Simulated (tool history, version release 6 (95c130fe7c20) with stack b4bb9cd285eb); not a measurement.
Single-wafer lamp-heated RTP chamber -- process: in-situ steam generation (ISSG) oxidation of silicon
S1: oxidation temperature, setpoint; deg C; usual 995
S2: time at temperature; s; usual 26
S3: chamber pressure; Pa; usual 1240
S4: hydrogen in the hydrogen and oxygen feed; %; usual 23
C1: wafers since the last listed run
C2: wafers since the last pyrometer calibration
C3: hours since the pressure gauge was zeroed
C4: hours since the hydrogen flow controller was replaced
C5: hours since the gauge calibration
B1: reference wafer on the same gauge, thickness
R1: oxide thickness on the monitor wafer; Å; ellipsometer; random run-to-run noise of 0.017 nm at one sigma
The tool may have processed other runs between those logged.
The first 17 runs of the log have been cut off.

run 18 day=56.838 | S1=977 S2=22 S3=1333 S4=30 | C1=772 C2=2774 C3=916.0 C4=597.8 C5=363.4 | B1=7.002 | R1=56.15
run 19 day=58.625 | S1=1008 S2=20 S3=1293 S4=29 | C1=424 C2=3199 C3=958.9 C4=640.7 C5=406.3 | B1=7.000 | R1=61.13
run 20 day=61.100 | S1=995 S2=34 S3=1347 S4=32 | C1=588 C2=3787 C3=1018.3 C4=700.1 C5=465.7 | B1=7.001 | R1=75.37
run 21 day=63.458 | S1=995 S2=20 S3=1240 S4=28 | C1=560 C2=4348 C3=1074.9 C4=756.7 C5=522.3 | B1=6.995 | R1=57.97
run 22 day=65.062 | S1=995 S2=26 S3=1240 S4=30 | C1=381 C2=4729 C3=1113.4 C4=795.2 C5=560.8 | B1=7.001 | R1=66.30
run 23 day=69.529 | S1=995 S2=26 S3=1240 S4=23 | C1=1061 C2=5791 C3=1220.6 C4=902.4 C5=668.0 | B1=6.996 | R1=62.56
-- day=70.400 pyrometer window cleaned and pyrometer calibrated
run 24 day=71.754 | S1=1001 S2=29 S3=1240 S4=23 | C1=449 C2=322 C3=1274.0 C4=955.8 C5=721.4 | B1=6.998 | R1=67.57
run 25 day=74.467 | S1=982 S2=26 S3=1240 S4=23 | C1=644 C2=967 C3=1339.1 C4=1020.9 C5=786.5 | B1=7.001 | R1=58.93
run 26 day=78.725 | S1=1013 S2=26 S3=1360 S4=23 | C1=1012 C2=1979 C3=1441.3 C4=1123.1 C5=888.7 | B1=7.001 | R1=66.63
run 27 day=81.862 | S1=981 S2=32 S3=1360 S4=29 | C1=745 C2=2725 C3=1516.6 C4=1198.4 C5=964.0 | B1=6.996 | R1=66.98
run 28 day=84.417 | S1=995 S2=26 S3=1240 S4=23 | C1=607 C2=3332 C3=1577.9 C4=1259.7 C5=1025.3 | B1=7.000 | R1=62.55
run 29 day=86.879 | S1=995 S2=32 S3=1333 S4=23 | C1=585 C2=3917 C3=1637.0 C4=1318.8 C5=1084.4 | B1=7.000 | R1=68.46
run 30 day=90.379 | S1=1004 S2=26 S3=1360 S4=23 | C1=831 C2=4749 C3=1721.0 C4=1402.8 C5=1168.4 | B1=6.997 | R1=63.85
-- day=96.571 pyrometer window cleaned and pyrometer calibrated
run 31 day=99.071 | S1=1000 S2=21 S3=1360 S4=23 | C1=1986 C2=594 C3=1929.6 C4=1611.4 C5=1377.0 | B1=7.001 | R1=56.67
run 32 day=102.117 | S1=983 S2=26 S3=1053 S4=15 | C1=724 C2=1318 C3=2002.7 C4=1684.5 C5=1450.1 | B1=7.000 | R1=54.65

Predict each of these 3 candidate next runs independently; none follows another, all start after run 32:
run A day=102.133 | S1=995 S2=26 S3=1240 S4=23 | C1=3 C2=1322 C3=2003.1 C4=1684.9 C5=1450.5 | B1=? | R1=?
run B day=102.133 | S1=983 S2=26 S3=1240 S4=20 | C1=3 C2=1322 C3=2003.1 C4=1684.9 C5=1450.5 | B1=? | R1=?
run C day=102.133 | S1=1014 S2=26 S3=1133 S4=23 | C1=3 C2=1322 C3=2003.1 C4=1684.9 C5=1450.5 | B1=? | R1=?

run=A B1=7.002 R1=62.38
run=B B1=7.002 R1=57.64
run=C B1=7.002 R1=68.56
Without the tool's hidden state the same runs would have given:
run=A R1=62.38
run=B R1=57.64
run=C R1=68.56

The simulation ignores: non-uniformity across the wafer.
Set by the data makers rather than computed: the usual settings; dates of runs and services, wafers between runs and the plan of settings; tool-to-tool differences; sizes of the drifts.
